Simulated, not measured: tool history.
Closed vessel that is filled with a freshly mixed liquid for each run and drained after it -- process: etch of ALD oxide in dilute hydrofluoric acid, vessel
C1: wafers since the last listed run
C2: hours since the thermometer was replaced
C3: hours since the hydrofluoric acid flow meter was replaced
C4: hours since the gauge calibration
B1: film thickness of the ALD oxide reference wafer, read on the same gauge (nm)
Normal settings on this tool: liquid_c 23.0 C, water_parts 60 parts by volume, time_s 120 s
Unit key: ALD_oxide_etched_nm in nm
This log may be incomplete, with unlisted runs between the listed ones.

Run 1, hour 0.0: usual settings but water_parts 85 parts by volume; C1 0; C2 1721.7; C3 712.6; C4 387.8; B1 119.99. Result: ALD_oxide_etched_nm 33.83 nm.
Run 2, hour 16.0: usual settings but water_parts 85 parts by volume; C1 1519; C2 1737.7; C3 728.6; C4 403.8; B1 120.01. Result: ALD_oxide_etched_nm 34.10 nm.
Run 3, hour 23.0: usual settings; C1 664; C2 1744.7; C3 735.6; C4 410.8; B1 120.04. Result: ALD_oxide_etched_nm 49.53 nm.
Run 4, hour 39.2: usual settings; C1 1538; C2 1760.9; C3 751.8; C4 427.0; B1 120.01. Result: ALD_oxide_etched_nm 49.47 nm.
Run 5, hour 55.7: usual settings; C1 1566; C2 1777.4; C3 768.3; C4 443.5; B1 120.01. Result: ALD_oxide_etched_nm 49.49 nm.
Run 6, hour 71.7: usual settings but time_s 170 s; C1 1519; C2 1793.4; C3 784.3; C4 459.5; B1 119.97. Result: ALD_oxide_etched_nm 69.22 nm.
Run 7, hour 83.6: usual settings but time_s 170 s; C1 1130; C2 1805.3; C3 796.2; C4 471.4; B1 120.02. Result: ALD_oxide_etched_nm 69.50 nm.
Run 8, hour 100.7: usual settings but time_s 170 s; C1 1623; C2 1822.4; C3 813.3; C4 488.5; B1 120.02. Result: ALD_oxide_etched_nm 70.09 nm.
Run 9, hour 108.4: usual settings but liquid_c 24.5 C; C1 731; C2 1830.1; C3 821.0; C4 496.2; B1 120.01. Result: ALD_oxide_etched_nm 52.14 nm.
Run 10, hour 119.2: usual settings but water_parts 40 parts by volume; C1 1025; C2 1840.9; C3 831.8; C4 507.0; B1 119.99. Result: ALD_oxide_etched_nm 75.48 nm.
Run 11, hour 131.2: usual settings but water_parts 40 parts by volume; C1 1139; C2 1852.9; C3 843.8; C4 519.0; B1 120.04. Result: ALD_oxide_etched_nm 75.47 nm.
Run 12, hour 141.6: usual settings but water_parts 40 parts by volume; C1 987; C2 1863.3; C3 854.2; C4 529.4; B1 119.98. Result: ALD_oxide_etched_nm 75.06 nm.
Run 13, hour 151.4: usual settings; C1 930; C2 1873.1; C3 864.0; C4 539.2; B1 119.96. Result: ALD_oxide_etched_nm 48.56 nm.
Run 14, hour 162.0: usual settings; C1 1006; C2 1883.7; C3 874.6; C4 549.8; B1 119.96. Result: ALD_oxide_etched_nm 49.01 nm.
At hour 178.9: hydrofluoric acid flow meter replaced.
Run 15, hour 179.4: usual settings; C1 1557; C2 1901.1; C3 0.5; C4 567.2; B1 119.99. Result: ALD_oxide_etched_nm 50.53 nm.
At hour 181.3: gauge calibrated.
Run 16, hour 186.6: usual settings but liquid_c 18.0 C, time_s 80 s; C1 683; C2 1908.3; C3 7.7; C4 5.3; B1 120.04. Result: ALD_oxide_etched_nm 27.31 nm.
At hour 195.2: thermometer replaced.
Run 17, hour 235.6: usual settings but liquid_c 18.5 C, time_s 95 s; C1 4557; C2 40.4; C3 56.7; C4 54.3; B1 119.97. Result: ALD_oxide_etched_nm 36.41 nm.
Run 18, hour 264.6: usual settings; C1 2753; C2 69.4; C3 85.7; C4 83.3; B1 120.00. Result: ALD_oxide_etched_nm 55.66 nm.
Run 19, hour 305.4: usual settings but liquid_c 18.5 C, water_parts 50 parts by volume, time_s 50 s; C1 3874; C2 110.2; C3 126.5; C4 124.1; B1 119.95. Result: ALD_oxide_etched_nm 23.15 nm.
Run 20, hour 321.5: usual settings but liquid_c 20.5 C, water_parts 85 parts by volume; C1 1528; C2 126.3; C3 142.6; C4 140.2; B1 119.98. Result: ALD_oxide_etched_nm 33.95 nm.
Run 21, hour 337.2: usual settings but liquid_c 18.5 C, time_s 90 s; C1 1490; C2 142.0; C3 158.3; C4 155.9; B1 120.03. Result: ALD_oxide_etched_nm 34.06 nm.
Run 22, hour 350.8: usual settings but liquid_c 19.0 C, time_s 80 s; C1 1291; C2 155.6; C3 171.9; C4 169.5; B1 119.96. Result: ALD_oxide_etched_nm 31.09 nm.
Run 23, hour 357.8: usual settings but liquid_c 20.0 C, water_parts 35 parts by volume, time_s 180 s; C1 664; C2 162.6; C3 178.9; C4 176.5; B1 119.99. Result: ALD_oxide_etched_nm 128.87 nm.
Run 24, hour 364.8: usual settings but water_parts 85 parts by volume; C1 664; C2 169.6; C3 185.9; C4 183.5; B1 120.07. Result: ALD_oxide_etched_nm 37.22 nm.
Run 25, hour 378.2: usual settings but liquid_c 19.5 C, water_parts 70 parts by volume, time_s 165 s; C1 1272; C2 183.0; C3 199.3; C4 196.9; B1 120.02. Result: ALD_oxide_etched_nm 55.03 nm.
Run 26, hour 392.5: usual settings but liquid_c 26.5 C, water_parts 75 parts by volume, time_s 150 s; C1 1357; C2 197.3; C3 213.6; C4 211.2; B1 119.99. Result: ALD_oxide_etched_nm 62.00 nm.
Run 27, hour 405.2: usual settings but liquid_c 20.5 C; C1 1205; C2 210.0; C3 226.3; C4 223.9; B1 120.05. Result: ALD_oxide_etched_nm 49.07 nm.
Run 28, hour 420.4: usual settings but liquid_c 19.5 C, time_s 100 s; C1 1443; C2 225.2; C3 241.5; C4 239.1; B1 119.93. Result: ALD_oxide_etched_nm 39.53 nm.
Run 29, hour 437.9: usual settings; C1 1661; C2 242.7; C3 259.0; C4 256.6; B1 120.05. Result: ALD_oxide_etched_nm 54.58 nm.
Run 30, hour 452.1: usual settings but water_parts 75 parts by volume, time_s 90 s; C1 1348; C2 256.9; C3 273.2; C4 270.8; B1 119.99. Result: ALD_oxide_etched_nm 31.92 nm.
Run 31, hour 461.4: usual settings but time_s 190 s; C1 883; C2 266.2; C3 282.5; C4 280.1; B1 120.00. Result: ALD_oxide_etched_nm 86.63 nm.
Run 32, hour 476.8: usual settings but time_s 85 s; C1 1462; C2 281.6; C3 297.9; C4 295.5; B1 120.02. Result: ALD_oxide_etched_nm 38.39 nm.
Run 33, hour 490.2: usual settings but liquid_c 21.0 C, water_parts 85 parts by volume; C1 1272; C2 295.0; C3 311.3; C4 308.9; B1 119.96. Result: ALD_oxide_etched_nm 33.97 nm.

Forecast each of these 5 alternatives for the next run:
Run A, hour 490.9: usual settings but time_s 180 s; C1 66; C2 295.7; C3 312.0; C4 309.6; B1 ?. Result: ALD_oxide_etched_nm ?.
Run B, hour 490.9: usual settings but time_s 70 s; C1 66; C2 295.7; C3 312.0; C4 309.6; B1 ?. Result: ALD_oxide_etched_nm ?.
Run C, hour 490.9: usual settings but water_parts 75 parts by volume; C1 66; C2 295.7; C3 312.0; C4 309.6; B1 ?. Result: ALD_oxide_etched_nm ?.
Run D, hour 490.9: usual settings but liquid_c 20.0 C, water_parts 30 parts by volume; C1 66; C2 295.7; C3 312.0; C4 309.6; B1 ?. Result: ALD_oxide_etched_nm ?.
Run E, hour 490.9: usual settings but liquid_c 26.5 C, water_parts 45 parts by volume, time_s 160 s; C1 66; C2 295.7; C3 312.0; C4 309.6; B1 ?. Result: ALD_oxide_etched_nm ?.

run      B1  ALD_oxide_etched_nm
  A  119.96                80.73
  B  119.96                31.40
  C  119.96                42.25
  D  119.96                98.43
  E  119.96               112.70
With the hidden condition removed and each run's random variation left untouched, the same runs would have given:
run  ALD_oxide_etched_nm
  A                84.21
  B                32.75
  C                44.07
  D               102.73
  E               117.49

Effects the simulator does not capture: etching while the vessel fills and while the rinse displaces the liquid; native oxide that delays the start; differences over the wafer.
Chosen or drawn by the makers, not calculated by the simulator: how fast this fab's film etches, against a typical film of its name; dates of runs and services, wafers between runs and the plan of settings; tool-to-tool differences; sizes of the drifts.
